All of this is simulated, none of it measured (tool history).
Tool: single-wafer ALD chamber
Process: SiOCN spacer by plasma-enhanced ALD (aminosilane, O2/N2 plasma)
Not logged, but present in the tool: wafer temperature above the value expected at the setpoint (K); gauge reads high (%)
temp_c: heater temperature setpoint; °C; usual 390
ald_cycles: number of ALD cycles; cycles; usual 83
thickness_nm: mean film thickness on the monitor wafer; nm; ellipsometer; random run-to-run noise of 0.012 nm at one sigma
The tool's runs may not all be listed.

| run | hour | temp_c | ald_cycles | wafers since the last listed run | hours since the last thermocouple change | hours since the gauge calibration | read-back reference wafer on the same gauge, thickness_nm | thickness_nm |
|---|---|---|---|---|---|---|---|---|
| 1 | 0.0 | 390 | 83 | 0 | 2949.7 | 339.9 | 5.622 | 4.788 |
|  | 2.4 | gauge calibrated |
| 2 | 29.3 | 386 | 96 | 113 | 2979.0 | 26.9 | 5.620 | 5.541 |
| 3 | 61.4 | 399 | 78 | 124 | 3011.1 | 59.0 | 5.620 | 4.501 |
| 4 | 92.6 | 399 | 78 | 121 | 3042.3 | 90.2 | 5.618 | 4.504 |
| 5 | 139.7 | 400 | 96 | 183 | 3089.4 | 137.3 | 5.618 | 5.528 |
| 6 | 165.6 | 400 | 96 | 100 | 3115.3 | 163.2 | 5.622 | 5.525 |
|  | 183.0 | thermocouple changed; heater temperature recalibrated |
| 7 | 183.5 | 400 | 96 | 38 | 0.5 | 181.1 | 5.622 | 5.544 |
| 8 | 206.5 | 381 | 77 | 89 | 23.5 | 204.1 | 5.624 | 4.444 |
| 9 | 231.7 | 390 | 70 | 98 | 48.7 | 229.3 | 5.618 | 4.038 |
| 10 | 311.0 | 399 | 78 | 308 | 128.0 | 308.6 | 5.623 | 4.518 |
|  | 311.3 | gauge calibrated |
| 11 | 341.6 | 390 | 83 | 119 | 158.6 | 30.3 | 5.619 | 4.773 |
| 12 | 361.3 | 377 | 83 | 76 | 178.3 | 50.0 | 5.621 | 4.784 |
| 13 | 392.1 | 403 | 72 | 119 | 209.1 | 80.8 | 5.622 | 4.111 |
| 14 | 421.7 | 381 | 71 | 115 | 238.7 | 110.4 | 5.621 | 4.092 |
| 15 | 439.0 | 375 | 96 | 67 | 256.0 | 127.7 | 5.616 | 5.517 |

Predict each of these 4 candidate next runs independently; none follows another, all start after run 15:
| A | 439.6 | 400 | 83 | 2 | 256.6 | 128.3 | ? | ? |
| B | 439.6 | 382 | 83 | 2 | 256.6 | 128.3 | ? | ? |
| C | 439.6 | 379 | 73 | 2 | 256.6 | 128.3 | ? | ? |
| D | 439.6 | 390 | 99 | 2 | 256.6 | 128.3 | ? | ? |

| run | read-back reference wafer on the same gauge, thickness_nm | thickness_nm |
|---|---|---|
| A | 5.620 | 4.753 |
| B | 5.620 | 4.762 |
| C | 5.620 | 4.188 |
| D | 5.620 | 5.679 |
Without the tool's hidden state the same runs would have given:
| run | thickness_nm |
|---|---|
| A | 4.753 |
| B | 4.762 |
| C | 4.188 |
| D | 5.679 |
